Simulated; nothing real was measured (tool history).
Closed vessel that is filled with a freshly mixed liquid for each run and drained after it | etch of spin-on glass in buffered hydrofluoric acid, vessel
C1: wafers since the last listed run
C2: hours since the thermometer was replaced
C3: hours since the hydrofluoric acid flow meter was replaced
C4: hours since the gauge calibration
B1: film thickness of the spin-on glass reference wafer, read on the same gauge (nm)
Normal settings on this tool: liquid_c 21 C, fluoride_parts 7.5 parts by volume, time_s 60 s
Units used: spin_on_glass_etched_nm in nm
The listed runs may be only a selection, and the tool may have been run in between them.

Run 1, hour 0: usual settings but time_s 70 s; C1 0; C2 1224.6; C3 1082.7; C4 777.7; B1 79.98. Result: spin_on_glass_etched_nm 267.96 nm.
At hour 13.8: gauge calibrated.
At hour 47.5: hydrofluoric acid flow meter replaced.
Run 2, hour 276.4: usual settings but time_s 70 s; C1 18515; C2 1501; C3 228.9; C4 262.6; B1 79.99. Result: spin_on_glass_etched_nm 256.74 nm.
Run 3, hour 368.2: usual settings; C1 6171; C2 1592.8; C3 320.7; C4 354.4; B1 80.02. Result: spin_on_glass_etched_nm 221.42 nm.
Run 4, hour 458.4: usual settings; C1 6064; C2 1683; C3 410.9; C4 444.6; B1 79.99. Result: spin_on_glass_etched_nm 222.28 nm.
Run 5, hour 506.7: usual settings; C1 3247; C2 1731.3; C3 459.2; C4 492.9; B1 80. Result: spin_on_glass_etched_nm 222.94 nm.
Run 6, hour 612.7: usual settings; C1 7126; C2 1837.3; C3 565.2; C4 598.9; B1 80.01. Result: spin_on_glass_etched_nm 226.16 nm.
Run 7, hour 691.1: usual settings; C1 5270; C2 1915.7; C3 643.6; C4 677.3; B1 80.01. Result: spin_on_glass_etched_nm 225.63 nm.
At hour 746.2: thermometer replaced.
Run 8, hour 766.2: usual settings; C1 4981; C2 20; C3 718.7; C4 752.4; B1 80. Result: spin_on_glass_etched_nm 226.43 nm.
At hour 834.9: gauge calibrated.
Run 9, hour 859.9: usual settings; C1 6299; C2 113.7; C3 812.4; C4 25; B1 80. Result: spin_on_glass_etched_nm 225.41 nm.
Run 10, hour 918.2: usual settings but fluoride_parts 9.5 parts by volume, time_s 85 s; C1 3919; C2 172; C3 870.7; C4 83.3; B1 80. Result: spin_on_glass_etched_nm 250.61 nm.
Run 11, hour 1011.9: usual settings but fluoride_parts 6 parts by volume; C1 6299; C2 265.7; C3 964.4; C4 177; B1 80. Result: spin_on_glass_etched_nm 278.95 nm.
Run 12, hour 1096: usual settings but time_s 30 s; C1 5654; C2 349.8; C3 1048.5; C4 261.1; B1 80. Result: spin_on_glass_etched_nm 115.86 nm.
At hour 1149.8: hydrofluoric acid flow meter replaced.
Run 13, hour 1161.1: usual settings but liquid_c 23.5 C; C1 4309; C2 414.9; C3 11.3; C4 326.2; B1 79.99. Result: spin_on_glass_etched_nm 249.87 nm.
Run 14, hour 1262.1: usual settings; C1 6790; C2 515.9; C3 112.3; C4 427.2; B1 80.01. Result: spin_on_glass_etched_nm 220.46 nm.
Run 15, hour 1341.2: usual settings but liquid_c 24.5 C, fluoride_parts 10.5 parts by volume, time_s 40 s; C1 5317; C2 595; C3 191.4; C4 506.3; B1 79.99. Result: spin_on_glass_etched_nm 130.65 nm.
Run 16, hour 1384.7: usual settings but liquid_c 18 C, fluoride_parts 5.5 parts by volume, time_s 80 s; C1 2924; C2 638.5; C3 234.9; C4 549.8; B1 80.02. Result: spin_on_glass_etched_nm 329.01 nm.
Run 17, hour 1428.8: usual settings but liquid_c 22.5 C, fluoride_parts 5 parts by volume, time_s 40 s; C1 2964; C2 682.6; C3 279; C4 593.9; B1 80.01. Result: spin_on_glass_etched_nm 228.29 nm.
Run 18, hour 1521: usual settings but liquid_c 19 C; C1 6198; C2 774.8; C3 371.2; C4 686.1; B1 79.99. Result: spin_on_glass_etched_nm 198.33 nm.

Branching from run 18: 5 alternative next runs. What would each branch give?
Run A, hour 1521.7: usual settings but time_s 40 s; C1 47; C2 775.5; C3 371.9; C4 686.8; B1 ?. Result: spin_on_glass_etched_nm ?.
Run B, hour 1521.7: usual settings but fluoride_parts 5.5 parts by volume, time_s 30 s; C1 47; C2 775.5; C3 371.9; C4 686.8; B1 ?. Result: spin_on_glass_etched_nm ?.
Run C, hour 1521.7: usual settings but liquid_c 17 C, fluoride_parts 10.5 parts by volume, time_s 40 s; C1 47; C2 775.5; C3 371.9; C4 686.8; B1 ?. Result: spin_on_glass_etched_nm ?.
Run D, hour 1521.7: usual settings but liquid_c 24 C, fluoride_parts 10 parts by volume, time_s 70 s; C1 47; C2 775.5; C3 371.9; C4 686.8; B1 ?. Result: spin_on_glass_etched_nm ?.
Run E, hour 1521.7: usual settings but liquid_c 18.5 C, fluoride_parts 6 parts by volume, time_s 85 s; C1 47; C2 775.5; C3 371.9; C4 686.8; B1 ?. Result: spin_on_glass_etched_nm ?.

run     B1  spin_on_glass_etched_nm
  A  79.99                   147.73
  B  79.99                   146.13
  C  79.99                    86.15
  D  79.99                   231.86
  E  79.99                   334.38
Had the tool no hidden state, the same runs would have come out as:
run  spin_on_glass_etched_nm
  A                   144.18
  B                   143.36
  C                    84.28
  D                   228.58
  E                   328.02

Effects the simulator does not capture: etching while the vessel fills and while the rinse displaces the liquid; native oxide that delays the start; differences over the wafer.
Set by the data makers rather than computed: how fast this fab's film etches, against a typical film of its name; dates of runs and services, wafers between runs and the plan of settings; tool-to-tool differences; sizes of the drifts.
